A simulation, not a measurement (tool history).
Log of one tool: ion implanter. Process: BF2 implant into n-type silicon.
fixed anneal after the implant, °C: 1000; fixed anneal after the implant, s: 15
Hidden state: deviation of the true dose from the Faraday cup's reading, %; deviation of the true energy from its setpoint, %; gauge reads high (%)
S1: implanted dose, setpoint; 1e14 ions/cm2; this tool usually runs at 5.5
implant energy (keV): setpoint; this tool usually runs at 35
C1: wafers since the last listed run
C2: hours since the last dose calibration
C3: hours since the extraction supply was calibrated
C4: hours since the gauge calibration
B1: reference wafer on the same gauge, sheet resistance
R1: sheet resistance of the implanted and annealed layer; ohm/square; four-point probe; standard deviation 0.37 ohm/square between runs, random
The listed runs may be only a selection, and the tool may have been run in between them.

{"run": 1, "hour": 0.0, "S1": 4.65, "implant energy (keV)": 35, "C1": 0, "C2": 1853.8, "C3": 5122.9, "C4": 51.3, "B1": 224.91, "R1": 275.14}
{"run": 2, "hour": 15.4, "S1": 4.65, "implant energy (keV)": 35, "C1": 395, "C2": 1869.2, "C3": 5138.3, "C4": 66.7, "B1": 225.05, "R1": 275.86}
{"run": 3, "hour": 30.4, "S1": 4.65, "implant energy (keV)": 35, "C1": 385, "C2": 1884.2, "C3": 5153.3, "C4": 81.7, "B1": 225.07, "R1": 275.47}
{"run": 4, "hour": 38.9, "S1": 5.5, "implant energy (keV)": 35, "C1": 218, "C2": 1892.7, "C3": 5161.8, "C4": 90.2, "B1": 224.95, "R1": 241.54}
{"run": 5, "hour": 44.9, "S1": 5.5, "implant energy (keV)": 35, "C1": 154, "C2": 1898.7, "C3": 5167.8, "C4": 96.2, "B1": 224.99, "R1": 241.73}
{"run": 6, "hour": 62.3, "S1": 5.5, "implant energy (keV)": 35, "C1": 447, "C2": 1916.1, "C3": 5185.2, "C4": 113.6, "B1": 224.94, "R1": 241.05}
{"run": 7, "hour": 76.8, "S1": 5.5, "implant energy (keV)": 35, "C1": 372, "C2": 1930.6, "C3": 5199.7, "C4": 128.1, "B1": 224.86, "R1": 241.44}
{"run": 8, "hour": 93.2, "S1": 4.73, "implant energy (keV)": 35, "C1": 421, "C2": 1947, "C3": 5216.1, "C4": 144.5, "B1": 224.95, "R1": 270.84}
{"run": 9, "hour": 101.4, "S1": 4.73, "implant energy (keV)": 35, "C1": 210, "C2": 1955.2, "C3": 5224.3, "C4": 152.7, "B1": 225.03, "R1": 271.39}
{"run": 10, "hour": 114.4, "S1": 4.73, "implant energy (keV)": 35, "C1": 334, "C2": 1968.2, "C3": 5237.3, "C4": 165.7, "B1": 224.96, "R1": 271.35}
{"run": 11, "hour": 125.5, "S1": 6.22, "implant energy (keV)": 26, "C1": 285, "C2": 1979.3, "C3": 5248.4, "C4": 176.8, "B1": 224.96, "R1": 240.35}
{"run": 12, "hour": 138.6, "S1": 4.65, "implant energy (keV)": 35, "C1": 336, "C2": 1992.4, "C3": 5261.5, "C4": 189.9, "B1": 225.12, "R1": 274.57}
{"run": 13, "hour": 154.4, "S1": 4.47, "implant energy (keV)": 45.5, "C1": 406, "C2": 2008.2, "C3": 5277.3, "C4": 205.7, "B1": 225.08, "R1": 275.65}
{"run": 14, "hour": 186.5, "S1": 5.5, "implant energy (keV)": 35, "C1": 825, "C2": 2040.3, "C3": 5309.4, "C4": 237.8, "B1": 225.04, "R1": 241.6}
{"hour": 200.8, "done": "gauge calibrated"}
{"hour": 200.9, "done": "extraction supply calibrated"}
{"run": 15, "hour": 201.4, "S1": 6.5, "implant energy (keV)": 44, "C1": 177, "C2": 2055.2, "C3": 0.5, "C4": 0.6, "B1": 224.98, "R1": 203.75}
{"hour": 215.5, "done": "Faraday cup replaced and dose calibrated"}
{"run": 16, "hour": 216.0, "S1": 5.5, "implant energy (keV)": 26.5, "C1": 169, "C2": 0.5, "C3": 15.1, "C4": 15.2, "B1": 224.98, "R1": 266.38}
{"run": 17, "hour": 228.5, "S1": 3.95, "implant energy (keV)": 29.5, "C1": 321, "C2": 13, "C3": 27.6, "C4": 27.7, "B1": 224.89, "R1": 335.58}
{"run": 18, "hour": 243.4, "S1": 4.37, "implant energy (keV)": 27, "C1": 382, "C2": 27.9, "C3": 42.5, "C4": 42.6, "B1": 225.1, "R1": 313.58}
{"run": 19, "hour": 268.1, "S1": 5.5, "implant energy (keV)": 25.5, "C1": 634, "C2": 52.6, "C3": 67.2, "C4": 67.3, "B1": 225.03, "R1": 268.98}
{"run": 20, "hour": 280.9, "S1": 6.6, "implant energy (keV)": 25.5, "C1": 329, "C2": 65.4, "C3": 80, "C4": 80.1, "B1": 225.02, "R1": 241.34}
{"run": 21, "hour": 287.8, "S1": 5.5, "implant energy (keV)": 43, "C1": 177, "C2": 72.3, "C3": 86.9, "C4": 87, "B1": 225.05, "R1": 242.62}

Each row is a separate what-if for the run after 21, all from the same tool condition, not one after another. Results?
{"run": "A", "hour": 288.2, "S1": 5.5, "implant energy (keV)": 35, "C1": 10, "C2": 72.7, "C3": 87.3, "C4": 87.4, "B1": "?", "R1": "?"}
{"run": "B", "hour": 288.2, "S1": 4.57, "implant energy (keV)": 23, "C1": 10, "C2": 72.7, "C3": 87.3, "C4": 87.4, "B1": "?", "R1": "?"}
{"run": "C", "hour": 288.2, "S1": 4.36, "implant energy (keV)": 29.5, "C1": 10, "C2": 72.7, "C3": 87.3, "C4": 87.4, "B1": "?", "R1": "?"}

run=A B1=224.89 R1=250.91
run=B B1=224.89 R1=312.48
run=C B1=224.89 R1=310.47
What these runs would have given with no unlogged condition in the tool:
run=A R1=250.16
run=B R1=311.61
run=C R1=309.49
